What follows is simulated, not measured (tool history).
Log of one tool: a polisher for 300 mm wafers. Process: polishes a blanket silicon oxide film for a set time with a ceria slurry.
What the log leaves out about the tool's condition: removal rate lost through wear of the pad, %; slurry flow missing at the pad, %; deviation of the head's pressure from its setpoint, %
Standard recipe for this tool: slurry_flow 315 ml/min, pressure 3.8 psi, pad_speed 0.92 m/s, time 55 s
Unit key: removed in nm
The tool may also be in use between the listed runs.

| run | day | slurry_flow | pressure | pad_speed | time | wafers since the last listed run | wafers polished on this pad | hours since the slurry nozzle was cleaned | hours since the head pressure was calibrated | incoming thickness of the incoming film, nm | removed |
|---|---|---|---|---|---|---|---|---|---|---|---|
| 1 | 0 | 315 | 3.8 | 0.92 | 55 | 0 | 1225 | 159.9 | 943.1 | 1618.2 | 297.8 |
|  | 0.871 | head pressure recalibrated |
| 2 | 1.008 | 315 | 3.8 | 0.92 | 55 | 144 | 1369 | 184.1 | 3.3 | 1633.6 | 284.9 |
| 3 | 2.121 | 315 | 3.8 | 0.92 | 55 | 173 | 1542 | 210.8 | 30 | 1659.8 | 285.1 |
| 4 | 4.771 | 315 | 3.8 | 0.92 | 55 | 412 | 1955 | 274.4 | 93.6 | 1657.8 | 285.5 |
|  | 5.558 | worn pad replaced by a new one |
| 5 | 7.267 | 255 | 3.8 | 0.92 | 55 | 362 | 266 | 334.3 | 153.5 | 1652.1 | 281.3 |
| 6 | 9.075 | 315 | 3.8 | 1.06 | 55 | 281 | 548 | 377.7 | 196.9 | 1657.5 | 324.4 |
| 7 | 11.25 | 315 | 3.8 | 0.92 | 55 | 338 | 886 | 429.9 | 249.1 | 1641.1 | 291.7 |
| 8 | 13.612 | 315 | 3.8 | 0.92 | 55 | 368 | 1254 | 486.6 | 305.8 | 1643.9 | 291.7 |
| 9 | 14.767 | 315 | 3.8 | 0.92 | 55 | 179 | 1434 | 514.3 | 333.5 | 1658 | 293.3 |
| 10 | 16.233 | 315 | 3.8 | 0.92 | 55 | 228 | 1663 | 549.5 | 368.7 | 1647.7 | 295.6 |
|  | 17.471 | worn pad replaced by a new one |
| 11 | 18.533 | 315 | 3.8 | 0.92 | 55 | 332 | 165 | 604.7 | 423.9 | 1660.6 | 292.3 |
| 12 | 20.058 | 315 | 3.8 | 0.92 | 55 | 237 | 402 | 641.3 | 460.5 | 1624.3 | 294.9 |
| 13 | 21.558 | 315 | 3.8 | 0.92 | 55 | 233 | 636 | 677.3 | 496.5 | 1609.6 | 293.8 |
| 14 | 22.633 | 315 | 3.8 | 0.92 | 55 | 167 | 804 | 703.1 | 522.3 | 1634.5 | 296 |
|  | 23.408 | slurry nozzle cleaned |
| 15 | 25.358 | 315 | 3.2 | 0.92 | 55 | 418 | 1222 | 46.8 | 587.7 | 1614.8 | 258.5 |
| 16 | 27.458 | 315 | 3.8 | 0.92 | 55 | 327 | 1549 | 97.2 | 638.1 | 1615.8 | 291.7 |
| 17 | 29.517 | 275 | 3.4 | 0.92 | 55 | 320 | 1869 | 146.6 | 687.5 | 1677.5 | 267 |
|  | 30.083 | worn pad replaced by a new one |
| 18 | 31.1 | 260 | 5 | 0.78 | 64 | 220 | 158 | 184.6 | 725.5 | 1613.6 | 378.9 |
| 19 | 33.167 | 315 | 3.8 | 1.02 | 55 | 321 | 480 | 234.2 | 775.1 | 1617.2 | 321.2 |
| 20 | 35.462 | 280 | 3.8 | 1.16 | 73 | 357 | 837 | 289.3 | 830.2 | 1640 | 462.5 |
|  | 35.712 | head pressure recalibrated |
| 21 | 38.058 | 315 | 3.8 | 0.92 | 55 | 391 | 1229 | 351.6 | 56.3 | 1648.2 | 289.7 |
| 22 | 41.567 | 250 | 3.1 | 0.74 | 48 | 546 | 1775 | 435.8 | 140.5 | 1616 | 179.7 |
| 23 | 43.654 | 315 | 3.8 | 0.72 | 55 | 325 | 2101 | 485.9 | 190.6 | 1637.3 | 246 |
|  | 44.733 | worn pad replaced by a new one |
| 24 | 45.288 | 250 | 3.8 | 0.92 | 55 | 228 | 86 | 525.1 | 229.8 | 1631.1 | 285.5 |
| 25 | 47.867 | 410 | 5 | 0.92 | 55 | 401 | 487 | 587 | 291.7 | 1634.5 | 379.8 |
| 26 | 49.417 | 315 | 3.8 | 0.92 | 41 | 241 | 729 | 624.2 | 328.9 | 1658.8 | 218.5 |
| 27 | 55.325 | 315 | 4.2 | 0.92 | 55 | 920 | 1649 | 766 | 470.7 | 1608.4 | 318.5 |
|  | 56.092 | slurry nozzle cleaned |
| 28 | 56.396 | 315 | 3.8 | 0.92 | 55 | 160 | 1810 | 7.3 | 496.4 | 1653 | 297.5 |
|  | 59.95 | worn pad replaced by a new one |
| 29 | 60.596 | 315 | 3.8 | 0.78 | 55 | 628 | 100 | 108.1 | 597.2 | 1663.4 | 264.2 |
| 30 | 61.683 | 315 | 3.8 | 0.92 | 55 | 169 | 269 | 134.2 | 623.3 | 1651.9 | 297.5 |

Run 31 comes next. What will it give?
| 31 | 63.667 | 315 | 3.8 | 0.92 | 67 | 308 | 578 | 181.8 | 670.9 | 1670.8 | ? |

removed: 370 nm
If the tool had no hidden condition, the same run with the same run-to-run variation would have returned removed 351.3 nm.

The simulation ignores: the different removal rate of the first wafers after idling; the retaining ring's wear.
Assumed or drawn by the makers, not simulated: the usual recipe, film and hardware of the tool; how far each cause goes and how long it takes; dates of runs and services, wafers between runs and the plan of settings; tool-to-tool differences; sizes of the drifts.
